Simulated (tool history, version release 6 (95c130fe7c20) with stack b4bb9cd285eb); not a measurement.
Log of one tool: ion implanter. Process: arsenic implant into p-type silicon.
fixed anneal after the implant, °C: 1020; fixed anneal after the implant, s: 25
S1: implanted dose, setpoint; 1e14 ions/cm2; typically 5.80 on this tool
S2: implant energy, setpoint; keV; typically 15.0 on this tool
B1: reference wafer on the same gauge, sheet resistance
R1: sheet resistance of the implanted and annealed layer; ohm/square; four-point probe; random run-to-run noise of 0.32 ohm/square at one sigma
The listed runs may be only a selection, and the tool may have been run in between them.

run	hour	S1	S2	B1	R1
1	0.0	5.16	15.0	212.97	235.64
2	41.8	4.95	18.0	212.99	238.40
3	95.1	4.95	18.0	212.90	238.66
4	148.2	5.80	15.0	212.99	216.49
5	172.8	5.80	15.0	212.94	216.72
6	242.1	5.80	15.0	213.09	217.11
7	278.9	5.80	15.0	212.99	217.23
8	311.7	5.80	15.0	212.94	217.71
9	339.8	5.80	15.0	213.11	217.82
10	376.6	4.78	15.0	213.03	252.29
# hour 405.0: Faraday cup replaced and dose calibrated
11	414.4	4.78	15.0	213.02	245.85
12	458.1	4.78	15.0	213.02	245.55
13	485.2	5.80	15.0	212.91	212.96
# hour 516.8: gauge calibrated
14	549.3	5.80	15.0	213.04	213.08
15	598.8	4.40	19.0	213.07	255.17
16	623.2	4.69	13.0	213.10	252.50
17	652.9	6.64	11.0	212.96	197.31
18	710.6	4.74	20.0	212.92	239.75
19	769.1	5.80	11.0	212.96	217.88
20	823.1	6.65	13.0	213.05	194.94
21	869.7	4.68	10.0	213.01	257.70
22	930.1	5.15	20.0	212.84	225.18
23	986.9	5.80	10.0	213.01	220.13
24	1058.3	5.80	10.5	213.00	219.57
25	1087.8	6.71	13.0	212.95	195.06
26	1151.5	5.80	15.0	213.05	213.38
# hour 1234.4: extraction supply calibrated
27	1258.3	4.58	15.0	212.99	255.20
28	1284.2	6.39	20.0	213.10	192.59
29	1338.9	4.93	17.0	213.03	238.28
30	1362.9	4.16	10.5	212.96	283.26
31	1395.5	6.65	13.0	213.08	197.02
32	1445.4	5.80	15.0	212.99	215.57
33	1477.1	5.80	15.0	212.96	215.02
34	1543.3	6.58	20.0	213.06	189.35
# hour 1558.5: Faraday cup replaced and dose calibrated
35	1612.0	6.66	11.5	212.95	196.87
36	1673.2	4.80	15.0	213.03	245.18
37	1732.4	6.52	13.5	213.02	197.70
38	1757.6	5.80	19.5	213.07	206.72

The same runs without the tool's hidden state, with the same run-to-run variation:
Hidden conditions of the tool in this case: deviation of the true dose from the Faraday cup's reading, %; deviation of the true energy from its setpoint, %; gauge reads high (%).
run	R1
1	232.38
2	234.85
3	234.80
4	212.76
5	212.86
6	212.84
7	212.74
8	213.02
9	212.95
10	246.28
11	246.44
12	246.13
13	213.45
14	213.54
15	255.69
16	252.99
17	197.65
18	240.10
19	218.10
20	195.06
21	257.76
22	225.09
23	219.91
24	219.16
25	194.62
26	212.70
27	253.92
28	191.56
29	236.73
30	281.25
31	195.59
32	213.74
33	213.05
34	187.34
35	196.89
36	245.19
37	197.67
38	206.68
